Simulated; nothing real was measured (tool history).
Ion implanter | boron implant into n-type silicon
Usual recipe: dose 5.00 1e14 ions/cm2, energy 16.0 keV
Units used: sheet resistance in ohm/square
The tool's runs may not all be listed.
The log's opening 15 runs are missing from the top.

run    hour  dose  energy  read-back reference wafer on the same gauge, sheet resistance  sheet resistance
 16   880.1  5.00    20.0                                                         171.02            190.16
 17   919.2  6.39    12.5                                                         171.09            161.76
 18   975.5  5.00    16.0                                                         171.18            193.49
 19  1013.9  6.21    16.0                                                         170.99            160.63
     1047.8  -- Faraday cup replaced and dose calibrated
 20  1074.9  3.62    21.0                                                         170.89            251.72
 21  1099.9  4.50    13.0                                                         171.05            221.31
 22  1144.3  6.15    18.5                                                         170.94            163.65
 23  1202.8  5.96    16.0                                                         171.04            170.99
 24  1249.7  5.89    16.0                                                         171.07            171.62
     1255.5  -- gauge calibrated
 25  1300.7  5.00    16.0                                                         171.05            198.48
 26  1369.0  5.00    19.5                                                         170.90            194.53

What will run 27 give?
 27  1435.5  5.78    19.5                                                              ?                 ?

{"run 27": {"read-back reference wafer on the same gauge, sheet resistance": 170.93, "sheet resistance": 170.62}}
Had the tool carried no hidden state, the very same run would have given sheet resistance 171.75 ohm/square.
